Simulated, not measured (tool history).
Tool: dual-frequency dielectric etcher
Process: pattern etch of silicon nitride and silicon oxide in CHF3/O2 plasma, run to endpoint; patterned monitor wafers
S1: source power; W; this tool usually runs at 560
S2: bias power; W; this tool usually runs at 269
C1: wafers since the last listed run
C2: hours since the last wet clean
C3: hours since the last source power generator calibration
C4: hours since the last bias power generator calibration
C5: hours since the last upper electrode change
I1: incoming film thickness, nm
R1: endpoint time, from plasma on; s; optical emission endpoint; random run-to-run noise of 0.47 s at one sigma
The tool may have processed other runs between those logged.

run     day   S1   S2    C1     C2      C3      C4      C5     I1     R1
  1       0  560  269     0  400.7  2951.5  1399.8  3870.7  219.4  133.3
  2   4.238  560  269   872  502.4  3053.2  1501.5  3972.4  221.2  133.6
      8.104  -- wet clean of the chamber
  3   8.125  560  269   594    0.5  3146.5  1594.8  4065.7  221.8  135.8
  4   9.696  560  269   323   38.2  3184.2  1632.5  4103.4  219.5  133.7
  5  13.058  650  269   692  118.9  3264.9  1713.2  4184.1  218.8  126.4
  6   16.55  560  269   718  202.7  3348.7    1797  4267.9  222.4  134.7
  7  18.417  560  269   384  247.5  3393.5  1841.8  4312.7  217.2  131.1
  8  21.871  560  269   711  330.4  3476.4  1924.7  4395.6  219.5  131.9
  9  26.079  560  300   866  431.4  3577.4  2025.7  4496.6  221.5  127.7
     30.988  -- wet clean of the chamber
 10  35.154  560  300  1662    100  3795.2  2243.5  4714.4  220.1  127.3
 11   37.05  560  300   390  145.5  3840.7    2289  4759.9  220.1  127.5
 12  40.858  560  229   784  236.9  3932.1  2380.4  4851.3  220.4  142.4
     44.271  -- bias power generator calibrated
 13  44.517  560  269   718  324.7  4019.9     5.9  4939.1  220.2  134.8
     47.967  -- upper electrode replaced
 14  48.708  560  223   657  425.3  4120.5   106.5    17.8    217  143.1
 15  52.042  450  292   686  505.3  4200.5   186.5    97.8  222.5  139.1
     54.492  -- wet clean of the chamber
 16  55.654  510  239   537   27.9  4287.2   273.2   184.5  219.4    146
 17  60.033  630  312   901    133  4392.3   378.3   289.6  220.8  121.7
       61.5  -- source power generator calibrated
 18  61.704  610  325   309  173.1     4.9   418.4   329.7  219.8  121.3
 19  64.846  430  320   646  248.5    80.3   493.8   405.1  218.8  134.7
 20  67.188  700  269   482  304.7   136.5     550   461.3  218.5  122.6
 21  70.608  560  269   704  386.8   218.6   632.1   543.4  219.8  133.5
 22    73.8  660  229   657  463.4   295.2   708.7     620  221.1  135.2
     77.292  -- wet clean of the chamber
 23  77.812  600  250   620   12.5   391.5     805   716.3  219.7  136.8
 24  81.325  560  215   723   96.8   475.8   889.3   800.6  218.9  148.1

5 options for the next run, each taken on its own from the tool as it stands now. Forecast them:
  A  81.346  560  269   4  97.3  476.3  889.8  801.1  218.5   ?
  B  81.346  650  328   4  97.3  476.3  889.8  801.1  218.5   ?
  C  81.346  430  220   4  97.3  476.3  889.8  801.1  218.5   ?
  D  81.346  460  224   4  97.3  476.3  889.8  801.1  218.5   ?
  E  81.346  470  211   4  97.3  476.3  889.8  801.1  218.5   ?

run     R1
  A  134.9
  B  118.1
  C  159.9
  D  155.4
  E  158.4
Take away the tool's hidden state, keep each run's random variation, and the runs would have read:
run     R1
  A  135.1
  B  118.4
  C  160.2
  D  155.6
  E  158.6
